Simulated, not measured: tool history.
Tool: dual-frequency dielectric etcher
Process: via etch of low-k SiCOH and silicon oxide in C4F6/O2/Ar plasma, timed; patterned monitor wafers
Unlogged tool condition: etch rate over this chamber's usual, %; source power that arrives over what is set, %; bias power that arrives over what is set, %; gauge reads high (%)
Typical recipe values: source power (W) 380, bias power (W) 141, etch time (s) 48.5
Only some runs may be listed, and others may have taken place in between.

| run | hour | source power (W) | bias power (W) | etch time (s) | wafers since the last listed run | hours since the last wet clean | hours since the last source power generator calibration | hours since the last bias power generator calibration | hours since the last upper electrode change | hours since the gauge calibration | read-back reference wafer on the same gauge, depth_nm | mean etch depth across the wafer (Å) |
|---|---|---|---|---|---|---|---|---|---|---|---|---|
| 1 | 0.0 | 380 | 141 | 39.0 | 0 | 425.6 | 2743.3 | 2255.2 | 3371.2 | 577.9 | 118.7 | 807 |
|  | 10.1 | wet clean of the chamber |
| 2 | 68.3 | 380 | 141 | 39.0 | 609 | 58.2 | 2811.6 | 2323.5 | 3439.5 | 646.2 | 119.1 | 806 |
| 3 | 130.4 | 380 | 141 | 39.0 | 651 | 120.3 | 2873.7 | 2385.6 | 3501.6 | 708.3 | 119.1 | 809 |
| 4 | 175.8 | 380 | 141 | 48.5 | 476 | 165.7 | 2919.1 | 2431.0 | 3547.0 | 753.7 | 119.0 | 996 |
| 5 | 222.1 | 380 | 141 | 48.5 | 485 | 212.0 | 2965.4 | 2477.3 | 3593.3 | 800.0 | 119.1 | 1002 |
| 6 | 260.1 | 310 | 141 | 48.5 | 398 | 250.0 | 3003.4 | 2515.3 | 3631.3 | 838.0 | 118.7 | 924 |
| 7 | 318.8 | 350 | 141 | 44.5 | 615 | 308.7 | 3062.1 | 2574.0 | 3690.0 | 896.7 | 119.1 | 887 |
| 8 | 390.3 | 350 | 141 | 44.5 | 749 | 380.2 | 3133.6 | 2645.5 | 3761.5 | 968.2 | 119.1 | 891 |
| 9 | 416.9 | 350 | 141 | 44.5 | 278 | 406.8 | 3160.2 | 2672.1 | 3788.1 | 994.8 | 119.2 | 900 |
|  | 463.2 | wet clean of the chamber |
|  | 467.9 | upper electrode replaced |
| 10 | 472.9 | 380 | 141 | 48.5 | 286 | 9.7 | 3216.2 | 2728.1 | 5.0 | 1050.8 | 118.7 | 997 |
|  | 515.6 | bias power generator calibrated |
| 11 | 526.5 | 380 | 141 | 48.5 | 520 | 63.3 | 3269.8 | 10.9 | 58.6 | 1104.4 | 118.9 | 996 |
|  | 538.9 | source power generator calibrated |
| 12 | 571.3 | 380 | 141 | 48.5 | 427 | 108.1 | 32.4 | 55.7 | 103.4 | 1149.2 | 119.2 | 985 |
|  | 607.3 | gauge calibrated |
| 13 | 635.7 | 380 | 141 | 39.0 | 675 | 172.5 | 96.8 | 120.1 | 167.8 | 28.4 | 118.9 | 806 |
| 14 | 671.4 | 440 | 155 | 37.5 | 374 | 208.2 | 132.5 | 155.8 | 203.5 | 64.1 | 119.0 | 831 |
| 15 | 738.8 | 460 | 164 | 36.5 | 706 | 275.6 | 199.9 | 223.2 | 270.9 | 131.5 | 119.1 | 853 |
| 16 | 772.3 | 290 | 112 | 48.5 | 351 | 309.1 | 233.4 | 256.7 | 304.4 | 165.0 | 119.1 | 841 |
| 17 | 822.8 | 380 | 141 | 39.5 | 529 | 359.6 | 283.9 | 307.2 | 354.9 | 215.5 | 119.0 | 815 |
|  | 891.3 | wet clean of the chamber |
| 18 | 891.8 | 380 | 141 | 48.5 | 471 | 0.5 | 352.9 | 376.2 | 423.9 | 284.5 | 118.9 | 994 |
| 19 | 919.4 | 380 | 141 | 48.5 | 289 | 28.1 | 380.5 | 403.8 | 451.5 | 312.1 | 119.1 | 999 |
| 20 | 971.1 | 320 | 128 | 53.0 | 542 | 79.8 | 432.2 | 455.5 | 503.2 | 363.8 | 119.1 | 995 |
| 21 | 1009.2 | 340 | 108 | 39.5 | 399 | 117.9 | 470.3 | 493.6 | 541.3 | 401.9 | 119.1 | 714 |
| 22 | 1069.5 | 470 | 157 | 57.5 | 632 | 178.2 | 530.6 | 553.9 | 601.6 | 462.2 | 119.1 | 1340 |
| 23 | 1131.8 | 340 | 141 | 48.5 | 653 | 240.5 | 592.9 | 616.2 | 663.9 | 524.5 | 119.0 | 961 |
| 24 | 1282.8 | 380 | 172 | 48.5 | 1583 | 391.5 | 743.9 | 767.2 | 814.9 | 675.5 | 119.0 | 1057 |

Below are 4 alternative next runs, each starting from the tool's condition after run 24. Predict each:
| A | 1283.2 | 380 | 141 | 62.5 | 4 | 391.9 | 744.3 | 767.6 | 815.3 | 675.9 | ? | ? |
| B | 1283.2 | 310 | 118 | 36.0 | 4 | 391.9 | 744.3 | 767.6 | 815.3 | 675.9 | ? | ? |
| C | 1283.2 | 310 | 141 | 41.0 | 4 | 391.9 | 744.3 | 767.6 | 815.3 | 675.9 | ? | ? |
| D | 1283.2 | 430 | 141 | 36.5 | 4 | 391.9 | 744.3 | 767.6 | 815.3 | 675.9 | ? | ? |

| run | read-back reference wafer on the same gauge, depth_nm | mean etch depth across the wafer (Å) |
|---|---|---|
| A | 119.0 | 1284 |
| B | 119.0 | 648 |
| C | 119.0 | 782 |
| D | 119.0 | 785 |
What these runs would have given with no unlogged condition in the tool:
| run | mean etch depth across the wafer (Å) |
|---|---|
| A | 1284 |
| B | 648 |
| C | 782 |
| D | 785 |

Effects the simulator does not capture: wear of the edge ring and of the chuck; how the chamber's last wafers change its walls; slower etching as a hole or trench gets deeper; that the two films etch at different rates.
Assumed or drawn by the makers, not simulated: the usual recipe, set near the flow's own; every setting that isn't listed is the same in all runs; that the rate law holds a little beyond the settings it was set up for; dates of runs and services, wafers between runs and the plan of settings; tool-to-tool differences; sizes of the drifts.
